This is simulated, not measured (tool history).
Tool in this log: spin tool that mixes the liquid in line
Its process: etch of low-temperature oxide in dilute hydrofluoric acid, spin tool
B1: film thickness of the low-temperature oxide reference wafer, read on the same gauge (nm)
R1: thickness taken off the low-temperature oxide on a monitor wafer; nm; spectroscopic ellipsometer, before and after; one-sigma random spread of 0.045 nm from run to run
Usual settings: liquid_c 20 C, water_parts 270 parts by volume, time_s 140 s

run 1 hour=0 | liquid_c=20 water_parts=270 time_s=140 | B1=50.02 | R1=6.41
run 2 hour=175.3 | liquid_c=20 water_parts=270 time_s=140 | B1=50.02 | R1=6.37
run 3 hour=214.6 | liquid_c=20 water_parts=270 time_s=140 | B1=50.02 | R1=6.3
run 4 hour=278.5 | liquid_c=20 water_parts=270 time_s=140 | B1=50 | R1=6.3
-- hour=313 thermometer replaced
run 5 hour=338.8 | liquid_c=20 water_parts=270 time_s=75 | B1=50.03 | R1=3.46
-- hour=423.2 hydrofluoric acid flow meter replaced
run 6 hour=534.4 | liquid_c=20 water_parts=270 time_s=75 | B1=49.97 | R1=3.43
run 7 hour=580.1 | liquid_c=20 water_parts=270 time_s=75 | B1=49.99 | R1=3.43
run 8 hour=621.1 | liquid_c=20 water_parts=270 time_s=140 | B1=49.98 | R1=6.43
run 9 hour=677.1 | liquid_c=20 water_parts=270 time_s=140 | B1=50 | R1=6.46
run 10 hour=703.5 | liquid_c=20 water_parts=270 time_s=140 | B1=50.02 | R1=6.41
run 11 hour=767.3 | liquid_c=20 water_parts=270 time_s=140 | B1=50.03 | R1=6.25
-- hour=786.1 thermometer replaced
run 12 hour=823.1 | liquid_c=20 water_parts=270 time_s=140 | B1=50.01 | R1=6.49
run 13 hour=873.9 | liquid_c=20 water_parts=270 time_s=140 | B1=49.99 | R1=6.52
run 14 hour=940.6 | liquid_c=17.5 water_parts=185 time_s=100 | B1=49.99 | R1=6.66
run 15 hour=1005.7 | liquid_c=18 water_parts=235 time_s=140 | B1=49.99 | R1=7.04
run 16 hour=1038.1 | liquid_c=20 water_parts=150 time_s=75 | B1=50.02 | R1=6.94
run 17 hour=1099.1 | liquid_c=20 water_parts=270 time_s=140 | B1=49.98 | R1=6.36
-- hour=1204.2 gauge calibrated
run 18 hour=1219.9 | liquid_c=17 water_parts=270 time_s=175 | B1=50.01 | R1=7.03
-- hour=1241.9 thermometer replaced
run 19 hour=1264.5 | liquid_c=22.5 water_parts=175 time_s=210 | B1=50.01 | R1=18.27
run 20 hour=1299.8 | liquid_c=20 water_parts=270 time_s=220 | B1=50 | R1=10.25
run 21 hour=1363.7 | liquid_c=24 water_parts=360 time_s=110 | B1=50.01 | R1=4.08
-- hour=1380.3 hydrofluoric acid flow meter replaced
run 22 hour=1418.1 | liquid_c=20 water_parts=270 time_s=140 | B1=50.01 | R1=6.44
run 23 hour=1454.5 | liquid_c=20 water_parts=335 time_s=85 | B1=50.01 | R1=2.98
run 24 hour=1488.8 | liquid_c=17 water_parts=220 time_s=160 | B1=49.99 | R1=8.35
run 25 hour=1648.6 | liquid_c=20 water_parts=270 time_s=140 | B1=50 | R1=6.26
-- hour=1690.1 thermometer replaced
run 26 hour=1703 | liquid_c=17 water_parts=385 time_s=205 | B1=50.05 | R1=5.38
run 27 hour=1731.9 | liquid_c=18 water_parts=140 time_s=215 | B1=49.97 | R1=20.19
run 28 hour=1757.1 | liquid_c=20 water_parts=270 time_s=140 | B1=49.99 | R1=6.45
run 29 hour=1811.1 | liquid_c=20 water_parts=270 time_s=140 | B1=49.99 | R1=6.48
run 30 hour=1855.2 | liquid_c=20 water_parts=270 time_s=140 | B1=50 | R1=6.44
run 31 hour=1885.7 | liquid_c=25 water_parts=270 time_s=205 | B1=50.01 | R1=11.16

Some steps in R1 between neighbouring runs. How much of each would the tool show without its hidden state too (settings, what came in, random variation), and how much is left for the hidden state, with any gauge scatter that isn't in both results?
Hidden state present: liquid colder than its thermometer reads (K); hydrofluoric acid flow above the setpoint (%); gauge reads high (%).
Run 4 -> 5: time_s 140 -> 75, thermometer replaced. R1 -2.84 nm: hidden state +0.23, all else -3.07.
Run 11 -> 12: thermometer replaced. R1 +0.24 nm: hidden state +0.18, all else +0.06.
Run 18 -> 19: liquid_c 17 -> 22.5, water_parts 270 -> 175, time_s 175 -> 210, thermometer replaced. R1 +11.24 nm: hidden state +0.16, all else +11.08.
Run 26 -> 27: liquid_c 17 -> 18, water_parts 385 -> 140, time_s 205 -> 215. R1 +14.81 nm: hidden state -0.11, all else +14.92.
Run 27 -> 28: liquid_c 18 -> 20, water_parts 140 -> 270, time_s 215 -> 140. R1 -13.74 nm: hidden state +0.08, all else -13.82.
